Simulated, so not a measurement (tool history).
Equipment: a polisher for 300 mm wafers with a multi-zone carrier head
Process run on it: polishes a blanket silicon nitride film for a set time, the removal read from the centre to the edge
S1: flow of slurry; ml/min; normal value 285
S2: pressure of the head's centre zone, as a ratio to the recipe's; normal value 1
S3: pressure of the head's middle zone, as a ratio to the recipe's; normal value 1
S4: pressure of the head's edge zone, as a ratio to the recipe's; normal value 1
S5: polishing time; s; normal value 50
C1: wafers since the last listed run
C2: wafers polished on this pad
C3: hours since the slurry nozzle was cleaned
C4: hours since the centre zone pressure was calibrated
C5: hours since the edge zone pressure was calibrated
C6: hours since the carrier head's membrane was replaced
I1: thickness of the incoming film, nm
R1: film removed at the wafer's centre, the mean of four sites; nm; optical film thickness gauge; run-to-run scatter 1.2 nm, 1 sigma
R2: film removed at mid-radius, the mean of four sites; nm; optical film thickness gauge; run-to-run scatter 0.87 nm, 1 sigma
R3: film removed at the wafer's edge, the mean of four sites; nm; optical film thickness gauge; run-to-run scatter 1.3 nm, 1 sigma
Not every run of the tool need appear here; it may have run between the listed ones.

{"run": 1, "hour": 0.0, "S1": 285, "S2": 1, "S3": 1, "S4": 0.95, "S5": 50, "C1": 0, "C2": 4015, "C3": 482.8, "C4": 254.4, "C5": 292.2, "C6": 85, "I1": 831.9, "R1": 96.2, "R2": 100.8, "R3": 97.4}
{"hour": 49.1, "done": "slurry nozzle cleaned"}
{"run": 2, "hour": 64.7, "S1": 285, "S2": 1, "S3": 1, "S4": 1, "S5": 50, "C1": 930, "C2": 4946, "C3": 15.6, "C4": 319.1, "C5": 356.9, "C6": 149.7, "I1": 850.4, "R1": 96, "R2": 99.7, "R3": 99.9}
{"run": 3, "hour": 138.7, "S1": 285, "S2": 1.04, "S3": 1, "S4": 0.9, "S5": 50, "C1": 1081, "C2": 6027, "C3": 89.6, "C4": 393.1, "C5": 430.9, "C6": 223.7, "I1": 845.2, "R1": 98, "R2": 101.1, "R3": 94.9}
{"run": 4, "hour": 210.7, "S1": 365, "S2": 1, "S3": 1, "S4": 1, "S5": 50, "C1": 1051, "C2": 7079, "C3": 161.6, "C4": 465.1, "C5": 502.9, "C6": 295.7, "I1": 844.3, "R1": 96.9, "R2": 103.8, "R3": 100.6}
{"run": 5, "hour": 272.7, "S1": 285, "S2": 0.94, "S3": 1, "S4": 0.93, "S5": 50, "C1": 905, "C2": 7985, "C3": 223.6, "C4": 527.1, "C5": 564.9, "C6": 357.7, "I1": 862.5, "R1": 88, "R2": 101.1, "R3": 97.4}
{"hour": 323.3, "done": "worn pad replaced by a new one"}
{"hour": 353.2, "done": "edge zone pressure recalibrated"}
{"hour": 464.1, "done": "carrier head's membrane replaced by a new one"}
{"run": 6, "hour": 513.2, "S1": 285, "S2": 1, "S3": 1.08, "S4": 1.11, "S5": 50, "C1": 3353, "C2": 2671, "C3": 464.1, "C4": 767.6, "C5": 160, "C6": 49.1, "I1": 864, "R1": 91.3, "R2": 107, "R3": 103.5}
{"hour": 557.5, "done": "slurry nozzle cleaned"}
{"run": 7, "hour": 617.7, "S1": 315, "S2": 1.05, "S3": 1, "S4": 1, "S5": 50, "C1": 1512, "C2": 4183, "C3": 60.2, "C4": 872.1, "C5": 264.5, "C6": 153.6, "I1": 843.9, "R1": 95.2, "R2": 102.2, "R3": 102.2}
{"run": 8, "hour": 676.0, "S1": 285, "S2": 1, "S3": 1.05, "S4": 1, "S5": 50, "C1": 851, "C2": 5035, "C3": 118.5, "C4": 930.4, "C5": 322.8, "C6": 211.9, "I1": 846.2, "R1": 92.1, "R2": 104.6, "R3": 101}
{"run": 9, "hour": 781.1, "S1": 285, "S2": 1, "S3": 0.88, "S4": 1, "S5": 33, "C1": 1535, "C2": 6571, "C3": 223.6, "C4": 1035.5, "C5": 427.9, "C6": 317, "I1": 844.6, "R1": 59.4, "R2": 59.8, "R3": 65.6}
{"run": 10, "hour": 888.7, "S1": 285, "S2": 1, "S3": 1, "S4": 1, "S5": 65, "C1": 1572, "C2": 8143, "C3": 331.2, "C4": 1143.1, "C5": 535.5, "C6": 424.6, "I1": 844.8, "R1": 118, "R2": 130.6, "R3": 130.4}
{"hour": 949.7, "done": "edge zone pressure recalibrated"}
{"hour": 975.9, "done": "worn pad replaced by a new one"}
{"run": 11, "hour": 992.2, "S1": 365, "S2": 1, "S3": 1, "S4": 1, "S5": 50, "C1": 1424, "C2": 238, "C3": 434.7, "C4": 1246.6, "C5": 42.5, "C6": 528.1, "I1": 856.6, "R1": 92.1, "R2": 105.5, "R3": 103}
{"hour": 1031.0, "done": "centre zone pressure recalibrated"}
{"run": 12, "hour": 1038.5, "S1": 285, "S2": 1, "S3": 0.92, "S4": 1, "S5": 50, "C1": 647, "C2": 885, "C3": 481, "C4": 7.5, "C5": 88.8, "C6": 574.4, "I1": 848.9, "R1": 100.4, "R2": 95.1, "R3": 101.1}
{"hour": 1105.3, "done": "carrier head's membrane replaced by a new one"}
{"run": 13, "hour": 1105.8, "S1": 230, "S2": 1, "S3": 1, "S4": 1.11, "S5": 50, "C1": 910, "C2": 1795, "C3": 548.3, "C4": 74.8, "C5": 156.1, "C6": 0.5, "I1": 846.2, "R1": 96.8, "R2": 98.9, "R3": 104.4}
{"hour": 1110.7, "done": "slurry nozzle cleaned"}
{"run": 14, "hour": 1192.4, "S1": 210, "S2": 1, "S3": 1.05, "S4": 1.04, "S5": 50, "C1": 1250, "C2": 3046, "C3": 81.7, "C4": 161.4, "C5": 242.7, "C6": 87.1, "I1": 840.4, "R1": 93.2, "R2": 100.2, "R3": 97.7}
{"run": 15, "hour": 1263.1, "S1": 285, "S2": 1, "S3": 0.93, "S4": 0.95, "S5": 50, "C1": 1032, "C2": 4079, "C3": 152.4, "C4": 232.1, "C5": 313.4, "C6": 157.8, "I1": 864.5, "R1": 98, "R2": 93.6, "R3": 101}
{"run": 16, "hour": 1304.1, "S1": 285, "S2": 0.95, "S3": 1, "S4": 1, "S5": 50, "C1": 599, "C2": 4678, "C3": 193.4, "C4": 273.1, "C5": 354.4, "C6": 198.8, "I1": 860.7, "R1": 90.8, "R2": 99.9, "R3": 99.4}
{"run": 17, "hour": 1341.9, "S1": 285, "S2": 1, "S3": 1, "S4": 1, "S5": 50, "C1": 552, "C2": 5230, "C3": 231.2, "C4": 310.9, "C5": 392.2, "C6": 236.6, "I1": 851.5, "R1": 95.3, "R2": 100.6, "R3": 100.5}
{"run": 18, "hour": 1442.8, "S1": 285, "S2": 0.89, "S3": 1, "S4": 1, "S5": 50, "C1": 1474, "C2": 6704, "C3": 332.1, "C4": 411.8, "C5": 493.1, "C6": 337.5, "I1": 854.1, "R1": 85, "R2": 100, "R3": 100.6}
{"hour": 1466.3, "done": "edge zone pressure recalibrated"}
{"hour": 1537.8, "done": "worn pad replaced by a new one"}
{"run": 19, "hour": 1548.7, "S1": 315, "S2": 1.05, "S3": 1, "S4": 1, "S5": 50, "C1": 1459, "C2": 159, "C3": 438, "C4": 517.7, "C5": 82.4, "C6": 443.4, "I1": 859.7, "R1": 101, "R2": 103.8, "R3": 99.9}
{"run": 20, "hour": 1590.9, "S1": 285, "S2": 1, "S3": 1, "S4": 1, "S5": 50, "C1": 616, "C2": 775, "C3": 480.2, "C4": 559.9, "C5": 124.6, "C6": 485.6, "I1": 842.3, "R1": 93.3, "R2": 100.6, "R3": 101.9}
{"hour": 1632.7, "done": "carrier head's membrane replaced by a new one"}
{"run": 21, "hour": 1662.8, "S1": 375, "S2": 1, "S3": 1, "S4": 0.89, "S5": 50, "C1": 977, "C2": 1753, "C3": 552.1, "C4": 631.8, "C5": 196.5, "C6": 30.1, "I1": 843.8, "R1": 95.6, "R2": 104.5, "R3": 94.7}

For each run, what was the tool's unlogged condition?
removal rate lost through wear of the pad, %: 0 in every run
slurry flow missing at the pad, %: 0 in every run
deviation of the edge zone's pressure from its setpoint, %: 0 in every run
H1: deviation of the centre zone's pressure from its setpoint, %
run=1 H1=-6.33
run=2 H1=-7.34
run=3 H1=-8.3
run=4 H1=-9.08
run=5 H1=-9.64
run=6 H1=-11.1
run=7 H1=-11.5
run=8 H1=-11.7
run=9 H1=-11.9
run=10 H1=-12.1
run=11 H1=-12.3
run=12 H1=0.553
run=13 H1=-1.47
run=14 H1=-3.59
run=15 H1=-5
run=16 H1=-5.7
run=17 H1=-6.29
run=18 H1=-7.59
run=19 H1=-8.63
run=20 H1=-8.97
run=21 H1=-9.46
